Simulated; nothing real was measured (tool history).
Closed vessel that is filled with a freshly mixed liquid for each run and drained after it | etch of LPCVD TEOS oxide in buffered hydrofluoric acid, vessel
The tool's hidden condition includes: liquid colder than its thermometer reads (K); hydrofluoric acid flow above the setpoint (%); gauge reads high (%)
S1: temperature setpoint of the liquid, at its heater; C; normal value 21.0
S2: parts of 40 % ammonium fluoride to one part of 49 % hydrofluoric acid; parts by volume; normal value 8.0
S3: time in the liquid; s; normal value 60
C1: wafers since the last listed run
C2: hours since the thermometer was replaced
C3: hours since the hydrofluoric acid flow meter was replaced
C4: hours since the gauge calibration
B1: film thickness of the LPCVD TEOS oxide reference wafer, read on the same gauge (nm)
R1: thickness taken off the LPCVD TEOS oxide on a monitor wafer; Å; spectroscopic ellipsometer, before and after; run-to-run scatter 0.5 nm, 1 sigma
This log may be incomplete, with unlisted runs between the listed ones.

| run | hour | S1 | S2 | S3 | C1 | C2 | C3 | C4 | B1 | R1 |
|---|---|---|---|---|---|---|---|---|---|---|
| 1 | 0.0 | 19.5 | 8.0 | 80 | 0 | 115.7 | 1044.6 | 511.2 | 50.03 | 1215.6 |
| 2 | 64.7 | 21.0 | 8.0 | 60 | 7637 | 180.4 | 1109.3 | 575.9 | 50.03 | 999.2 |
| 3 | 117.7 | 21.0 | 8.0 | 60 | 6256 | 233.4 | 1162.3 | 628.9 | 50.01 | 999.3 |
| 4 | 188.5 | 21.0 | 8.0 | 60 | 8357 | 304.2 | 1233.1 | 699.7 | 50.00 | 994.0 |
| 5 | 212.8 | 21.0 | 8.0 | 80 | 2868 | 328.5 | 1257.4 | 724.0 | 50.02 | 1324.1 |
| 6 | 270.1 | 21.0 | 8.0 | 80 | 6763 | 385.8 | 1314.7 | 781.3 | 49.99 | 1327.0 |
| 7 | 339.2 | 21.0 | 8.0 | 80 | 8156 | 454.9 | 1383.8 | 850.4 | 50.03 | 1323.1 |
| 8 | 373.2 | 21.0 | 9.0 | 60 | 4013 | 488.9 | 1417.8 | 884.4 | 49.98 | 873.7 |
| 9 | 419.9 | 24.0 | 8.0 | 45 | 5512 | 535.6 | 1464.5 | 931.1 | 49.99 | 884.8 |
| 10 | 452.4 | 21.0 | 6.0 | 70 | 3836 | 568.1 | 1497.0 | 963.6 | 50.00 | 1503.7 |
| 11 | 515.6 | 21.0 | 8.0 | 60 | 7460 | 631.3 | 1560.2 | 1026.8 | 50.01 | 988.9 |
|  | 527.4 | hydrofluoric acid flow meter replaced |
| 12 | 563.7 | 21.0 | 8.0 | 60 | 5559 | 679.4 | 36.3 | 1074.9 | 50.00 | 950.6 |
| 13 | 635.2 | 21.0 | 8.0 | 60 | 8439 | 750.9 | 107.8 | 1146.4 | 49.98 | 944.4 |
|  | 647.4 | gauge calibrated |
| 14 | 662.4 | 23.0 | 8.0 | 60 | 3210 | 778.1 | 135.0 | 15.0 | 49.99 | 1064.0 |
| 15 | 727.1 | 21.0 | 8.0 | 35 | 7637 | 842.8 | 199.7 | 79.7 | 50.00 | 556.8 |
| 16 | 783.6 | 21.0 | 8.0 | 60 | 6669 | 899.3 | 256.2 | 136.2 | 50.01 | 939.5 |
| 17 | 847.8 | 21.0 | 8.0 | 60 | 7578 | 963.5 | 320.4 | 200.4 | 50.01 | 941.6 |
| 18 | 878.0 | 22.5 | 10.0 | 45 | 3564 | 993.7 | 350.6 | 230.6 | 49.99 | 627.5 |
| 19 | 908.6 | 24.5 | 6.5 | 75 | 3612 | 1024.3 | 381.2 | 261.2 | 50.00 | 1765.9 |
| 20 | 963.9 | 19.0 | 10.5 | 95 | 6527 | 1079.6 | 436.5 | 316.5 | 50.00 | 1052.8 |
| 21 | 1024.9 | 21.0 | 8.0 | 60 | 7200 | 1140.6 | 497.5 | 377.5 | 50.00 | 934.1 |
| 22 | 1092.5 | 19.5 | 6.5 | 95 | 7979 | 1208.2 | 565.1 | 445.1 | 50.00 | 1683.1 |
|  | 1109.1 | thermometer replaced |
| 23 | 1156.3 | 22.5 | 10.0 | 60 | 7412 | 47.2 | 628.9 | 508.9 | 50.00 | 875.1 |
| 24 | 1184.8 | 21.0 | 7.0 | 75 | 3364 | 75.7 | 657.4 | 537.4 | 49.99 | 1423.3 |
| 25 | 1252.9 | 26.0 | 8.0 | 95 | 8038 | 143.8 | 725.5 | 605.5 | 49.98 | 2045.4 |
| 26 | 1405.8 | 23.0 | 6.5 | 60 | 18048 | 296.7 | 878.4 | 758.4 | 49.97 | 1338.8 |
| 27 | 1439.7 | 17.0 | 7.0 | 90 | 4001 | 330.6 | 912.3 | 792.3 | 50.01 | 1357.9 |
| 28 | 1470.9 | 17.0 | 8.0 | 60 | 3682 | 361.8 | 943.5 | 823.5 | 50.01 | 783.4 |
| 29 | 1502.5 | 21.0 | 5.5 | 60 | 3730 | 393.4 | 975.1 | 855.1 | 50.02 | 1376.9 |
| 30 | 1679.8 | 21.0 | 8.0 | 60 | 20928 | 570.7 | 1152.4 | 1032.4 | 50.02 | 987.8 |
| 31 | 1717.1 | 18.5 | 6.0 | 40 | 4402 | 608.0 | 1189.7 | 1069.7 | 49.98 | 752.2 |
| 32 | 1756.0 | 17.0 | 10.0 | 45 | 4591 | 646.9 | 1228.6 | 1108.6 | 50.00 | 477.4 |
| 33 | 1809.5 | 21.0 | 8.0 | 60 | 6315 | 700.4 | 1282.1 | 1162.1 | 49.99 | 980.8 |
| 34 | 1839.7 | 21.0 | 8.0 | 60 | 3564 | 730.6 | 1312.3 | 1192.3 | 49.98 | 983.2 |

What would each run have given without the hidden state, its run-to-run variation left as it was?
| run | R1 |
|---|---|
| 1 | 1182.2 |
| 2 | 972.7 |
| 3 | 973.1 |
| 4 | 968.6 |
| 5 | 1290.9 |
| 6 | 1294.4 |
| 7 | 1291.2 |
| 8 | 853.0 |
| 9 | 864.1 |
| 10 | 1484.0 |
| 11 | 967.2 |
| 12 | 973.0 |
| 13 | 967.5 |
| 14 | 1089.8 |
| 15 | 570.8 |
| 16 | 963.6 |
| 17 | 966.1 |
| 18 | 647.8 |
| 19 | 1817.4 |
| 20 | 1083.9 |
| 21 | 960.6 |
| 22 | 1738.9 |
| 23 | 867.1 |
| 24 | 1404.2 |
| 25 | 2009.5 |
| 26 | 1325.2 |
| 27 | 1345.1 |
| 28 | 771.7 |
| 29 | 1366.2 |
| 30 | 975.1 |
| 31 | 749.0 |
| 32 | 479.6 |
| 33 | 969.5 |
| 34 | 972.2 |
